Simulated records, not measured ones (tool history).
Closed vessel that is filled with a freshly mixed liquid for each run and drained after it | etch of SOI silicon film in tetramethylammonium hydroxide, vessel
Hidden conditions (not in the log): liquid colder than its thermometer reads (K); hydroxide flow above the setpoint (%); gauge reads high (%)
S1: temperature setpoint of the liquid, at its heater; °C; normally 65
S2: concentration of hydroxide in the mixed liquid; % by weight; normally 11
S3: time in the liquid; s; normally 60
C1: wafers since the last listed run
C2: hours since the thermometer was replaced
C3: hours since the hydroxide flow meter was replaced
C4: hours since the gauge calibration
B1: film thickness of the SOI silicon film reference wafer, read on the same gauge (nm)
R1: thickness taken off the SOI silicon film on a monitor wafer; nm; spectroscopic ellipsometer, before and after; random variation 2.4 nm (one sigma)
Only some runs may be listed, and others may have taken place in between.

run,hour,S1,S2,S3,C1,C2,C3,C4,B1,R1
1,0,65,11,60,0,227,443,874.1,30.04,295.08
2,123.4,70.5,11,70,14792,350.4,566.4,997.5,30.02,479.7
3,179.3,65,11,60,6700,406.3,622.3,1053.4,30.01,296.16
4,284.2,65,11,60,12574,511.2,727.2,1158.3,30.02,289.27
5,371.4,65,11,60,10452,598.4,814.4,1245.5,30,290.6
6,457.2,65,11,60,10285,684.2,900.2,1331.3,30,289.13
7,541.9,65,12,60,10153,768.9,984.9,1416,30.01,277.03
8,601.3,65,12,60,7120,828.3,1044.3,1475.4,29.98,279.17
9,699.8,65,11,60,11807,926.8,1142.8,1573.9,29.99,286.3
10,790.4,65,11,60,10860,1017.4,1233.4,1664.5,29.99,279.42
# hour 818.9: thermometer replaced
11,856.2,60.5,9,60,7767,37.3,1299.2,1730.3,30.02,243.4
12,894.6,60.5,9,60,4603,75.7,1337.6,1768.7,30.05,243.28
13,971.7,65,12.5,35,9242,152.8,1414.7,1845.8,30.05,163.49
14,1012,65,12.5,35,4830,193.1,1455,1886.1,30.03,164.11
15,1072,65,11,60,7192,253.1,1515,1946.1,29.95,288.39
16,1138.6,65,11,60,7983,319.7,1581.6,2012.7,30.01,291.85
17,1240.8,70,14,35,12251,421.9,1683.8,2114.9,29.99,207.05
# hour 1253.1: gauge calibrated
18,1325,65,11,60,10093,506.1,1768,71.9,30,289.97
19,1372,65,11,60,5634,553.1,1815,118.9,29.99,283.68
20,1467.3,65,11,60,11423,648.4,1910.3,214.2,29.99,288.85

Estimate the outcome of run 21 from the log above:
21,1555.5,62,12,85,10572,736.6,1998.5,302.4,?,?

{"run 21": {"B1": 29.95, "R1": 324.42}}
Take away the tool's hidden state, keep the run-to-run variation as it was, and the same run would have given R1 344.22 nm.
